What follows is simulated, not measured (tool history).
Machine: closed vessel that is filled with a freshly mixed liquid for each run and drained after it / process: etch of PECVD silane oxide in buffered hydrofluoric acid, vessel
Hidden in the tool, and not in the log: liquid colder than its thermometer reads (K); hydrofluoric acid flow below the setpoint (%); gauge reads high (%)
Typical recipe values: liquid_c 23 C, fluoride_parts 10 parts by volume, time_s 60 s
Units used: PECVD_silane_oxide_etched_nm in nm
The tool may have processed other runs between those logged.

run     day  liquid_c  fluoride_parts  time_s  wafers since the last listed run  hours since the thermometer was replaced  hours since the hydrofluoric acid flow meter was replaced  hours since the gauge calibration  read-back film thickness of the PECVD silane oxide reference wafer, read on the same gauge (nm)  PECVD_silane_oxide_etched_nm
  1       0        23              10      60                                 0                                    1160.7                                                      346.4                              216.5                                                                                           110.01                        175.18
  2   1.083        23              10      60                              3383                                    1186.7                                                      372.4                              242.5                                                                                           110.02                        174.94
  3   2.442        23              10      60                              4242                                    1219.3                                                        405                              275.1                                                                                           110.01                        175.58
  4    4.55        23              10      60                              6584                                    1269.9                                                      455.6                              325.7                                                                                           109.99                        175.51
  5   5.562        23              10      60                              3162                                    1294.2                                                      479.9                                350                                                                                           109.96                        175.44
  6   6.883        23              10      60                              4125                                    1325.9                                                      511.6                              381.7                                                                                           110.01                        173.87
  7   7.908        23              10      60                              3201                                    1350.5                                                      536.2                              406.3                                                                                           109.99                        175.13
      8.338  -- thermometer replaced
  8   8.638        23              10      60                              2147                                       7.2                                                      553.7                              423.8                                                                                           109.99                        173.82
  9   9.333        23              10      60                              2173                                      23.9                                                      570.4                              440.5                                                                                           110.01                        174.46
 10  10.346        23              10      60                              3162                                      48.2                                                      594.7                              464.8                                                                                              110                        174.57
 11  11.792        23              10      60                              4515                                      82.9                                                      629.4                              499.5                                                                                           109.98                        174.88
 12  12.854        23              10      60                              3318                                     108.4                                                      654.9                                525                                                                                              110                        175.23
     13.021  -- hydrofluoric acid flow meter replaced
 13  14.292        23             7.5      60                              4359                                     142.9                                                       30.5                              559.5                                                                                           109.99                        227.11
 14  15.338        23             7.5      60                              3266                                       168                                                       55.6                              584.6                                                                                           109.99                        228.85
 15  15.925        23              10      95                              1834                                     182.1                                                       69.7                              598.7                                                                                           110.01                        278.67
 16  16.588      21.5              10      60                              2069                                       198                                                       85.6                              614.6                                                                                           109.99                        160.32
 17  17.575        23              10      60                              3084                                     221.7                                                      109.3                              638.3                                                                                              110                        175.95
     18.675  -- gauge calibrated
 18  18.792        25             7.5      35                              3799                                     250.9                                                      138.5                                2.8                                                                                           110.01                        148.56
 19  19.429        23              10      95                              1991                                     266.2                                                      153.8                               18.1                                                                                           110.02                        276.28
 20   20.65        23              10      95                              3812                                     295.5                                                      183.1                               47.4                                                                                           109.98                         277.1
 21  21.904      24.5              13      35                              3917                                     325.6                                                      213.2                               77.5                                                                                           110.01                         86.11
 22  22.592        23              10      60                              2147                                     342.1                                                      229.7                                 94                                                                                              110                        173.97
 23  23.892        23              10      60                              4060                                     373.3                                                      260.9                              125.2                                                                                           109.98                        175.23
 24  24.629        27            13.5      60                              2303                                       391                                                      278.6                              142.9                                                                                              110                        161.42
 25    25.3      19.5               7      95                              2095                                     407.1                                                      294.7                                159                                                                                           110.01                        320.87
 26  25.946        23              10      45                              2017                                     422.6                                                      310.2                              174.5                                                                                           109.99                        130.99
 27  27.208      19.5             7.5      70                              3943                                     452.9                                                      340.5                              204.8                                                                                           109.99                        219.85
 28    28.7        20              10      60                              4658                                     488.7                                                      376.3                              240.6                                                                                           109.99                        147.73
 29  29.271        19               8      90                              1782                                     502.4                                                        390                              254.3                                                                                           110.01                         256.6
 30  29.967      21.5              10      70                              2173                                     519.1                                                      406.7                                271                                                                                           110.02                        189.96
 31  31.092        23             7.5      60                              3513                                     546.1                                                      433.7                                298                                                                                              110                        228.61
 32  31.704      27.5              12      30                              1912                                     560.8                                                      448.4                              312.7                                                                                           109.98                          93.8

List, for all runs, the conditions of the tool that the log does not record:
liquid colder than its thermometer reads (K): 0 across all the runs
hydrofluoric acid flow below the setpoint (%): 0 across all the runs
gauge reads high (%): 0 across all the runs
